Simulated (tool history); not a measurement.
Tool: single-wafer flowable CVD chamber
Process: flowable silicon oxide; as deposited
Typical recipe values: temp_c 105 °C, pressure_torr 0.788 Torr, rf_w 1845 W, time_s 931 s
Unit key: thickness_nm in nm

run   hour  temp_c  pressure_torr  rf_w  time_s  read-back reference wafer on the same gauge, thickness_nm  thickness_nm
  1      0     105          0.788  1845     931                                                    498.858       467.742
  2   16.4     105          0.788  1845     931                                                    498.782       466.333
  3     25     105          0.788  1625     931                                                    498.992       443.282
  4   39.2     105          0.788  1625     931                                                    499.087       445.894
  5   47.8     105          0.788  1845     931                                                    498.909       467.226
  6   56.8     105          0.788  1845     931                                                    498.885       467.312
  7   66.8     105          0.788  1845     931                                                    499.008       468.197
  8   77.5     105          0.788  1845     931                                                    499.146        466.59
  9  102.4     105          0.788  1845     989                                                    498.898       499.258
     111.6  -- capacitance manometer re-zeroed and calibrated
 10  111.9     118          0.788  1535     815                                                    498.983        216.19
 11  120.6      96          0.628  1710     805                                                    498.828       353.543
 12  135.5      95          0.788  1845     931                                                    499.113       549.836
     155.6  -- showerhead replaced
 13  156.1     105          0.655  1845     931                                                     498.88       331.402
     165.5  -- thermocouple changed; heater temperature recalibrated
 14    166     111          0.788  1845     931                                                    499.335       329.288
     176.7  -- RF generator calibrated
 15  179.3     105          0.788  1720     931                                                    499.019       388.373
     194.2  -- capacitance manometer re-zeroed and calibrated, repeated, since the last time left the tool worse
 16  194.7     119          0.788  1750    1021                                                    499.138         305.9
 17  203.5      96          0.715  1550    1095                                                     498.95        582.49
     214.8  -- gauge calibrated
 18  215.1     105          0.788  1845     931                                                    499.043       442.561
 19  223.2      93          0.788  1845    1085                                                    499.272       756.483
 20  236.9     100          0.977  1965     870                                                    498.873       605.518
 21  247.8     105          0.631  1975     781                                                    499.062       300.548
 22  255.6      97          0.937  2065     931                                                    498.888       698.291
 23    262     105          0.875  1845     931                                                    498.954       489.625
 24    271     112          0.639  1845     931                                                    499.206       286.309
 25  311.6     114          0.735  1500     931                                                    498.662       282.565
 26  327.3     105          0.788  1720     931                                                    498.772       428.712
 27    341     105          0.788  1845     931                                                    499.129       443.621

Measured result minus the same run's result without the hidden state. Both carry the same run-to-run variation, though not necessarily the same gauge scatter:
Hidden state at play: wafer temperature above the value expected at the setpoint (K); delivered RF power above the setpoint (%); true pressure above the setpoint (%); gauge reads high (%).
run  thickness_nm
  1       +21.606
  2       +22.057
  3       +21.226
  4       +21.787
  5       +23.107
  6       +23.405
  7       +23.779
  8        +24.05
  9       +26.627
 10       -24.954
 11        -42.32
 12       -63.451
 13       -39.571
 14       -37.966
 15       -44.751
 16        -2.996
 17        -5.716
 18        -4.327
 19        -7.387
 20        -5.444
 21        -3.014
 22        -6.235
 23        -4.578
 24        -2.839
 25         -2.63
 26        -3.931
 27        -4.007

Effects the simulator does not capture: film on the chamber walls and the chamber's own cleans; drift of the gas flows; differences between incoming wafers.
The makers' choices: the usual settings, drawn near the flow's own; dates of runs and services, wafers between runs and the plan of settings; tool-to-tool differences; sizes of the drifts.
